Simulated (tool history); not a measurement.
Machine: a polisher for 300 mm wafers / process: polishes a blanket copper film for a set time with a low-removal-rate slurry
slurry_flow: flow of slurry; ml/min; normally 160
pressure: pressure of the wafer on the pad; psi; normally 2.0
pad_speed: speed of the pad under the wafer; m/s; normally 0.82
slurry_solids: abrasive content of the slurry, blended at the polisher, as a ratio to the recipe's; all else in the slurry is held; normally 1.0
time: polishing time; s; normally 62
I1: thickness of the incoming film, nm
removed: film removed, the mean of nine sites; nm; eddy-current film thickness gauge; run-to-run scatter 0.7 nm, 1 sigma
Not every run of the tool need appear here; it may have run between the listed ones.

Run 1, hour 0.0: usual settings; I1 1222.3. Result: removed 94.3 nm.
At hour 80.5: slurry nozzle cleaned.
Run 2, hour 84.2: usual settings but pressure 1.7 psi; I1 1231.9. Result: removed 82.4 nm.
Run 3, hour 134.7: usual settings but pressure 1.7 psi; I1 1241.0. Result: removed 81.8 nm.
At hour 191.1: slurry blender recalibrated.
At hour 199.2: worn pad replaced by a new one.
Run 4, hour 307.4: usual settings but pressure 1.7 psi; I1 1232.5. Result: removed 84.2 nm.
At hour 379.4: head pressure recalibrated.
Run 5, hour 394.2: usual settings; I1 1232.2. Result: removed 93.5 nm.
Run 6, hour 485.4: usual settings; I1 1223.9. Result: removed 91.3 nm.
At hour 533.5: slurry nozzle cleaned.
At hour 548.5: worn pad replaced by a new one.
Run 7, hour 556.2: usual settings; I1 1266.3. Result: removed 99.4 nm.
At hour 563.8: slurry blender recalibrated.
Run 8, hour 646.2: usual settings but slurry_flow 170 ml/min; I1 1238.3. Result: removed 98.8 nm.
Run 9, hour 689.3: usual settings but pressure 1.6 psi; I1 1239.3. Result: removed 79.3 nm.
Run 10, hour 731.7: usual settings but slurry_flow 190 ml/min, pressure 1.6 psi, pad_speed 0.56 m/s, time 55 s; I1 1245.9. Result: removed 52.1 nm.
At hour 888.9: worn pad replaced by a new one.
At hour 949.7: slurry blender recalibrated.
Run 11, hour 950.2: usual settings but slurry_flow 120 ml/min, pad_speed 0.54 m/s; I1 1229.1. Result: removed 63.0 nm.
At hour 976.7: head pressure recalibrated.
Run 12, hour 994.8: usual settings but slurry_flow 140 ml/min, pad_speed 0.66 m/s, slurry_solids 1.2, time 74 s; I1 1245.8. Result: removed 93.7 nm.
At hour 1002.1: slurry nozzle cleaned.
Run 13, hour 1077.4: usual settings but pad_speed 0.96 m/s, time 48 s; I1 1228.0. Result: removed 85.8 nm.
Run 14, hour 1131.4: usual settings but time 40 s; I1 1225.7. Result: removed 61.6 nm.

Run 15 is up next; what results do you expect?
Run 15, hour 1199.1: usual settings but pressure 2.5 psi; I1 1243.5. Result: removed ?.

Run 15 yielded removed 115.3 nm.
On a tool with no hidden condition, and with the same random variation, this run would have come out at removed 121.1 nm.
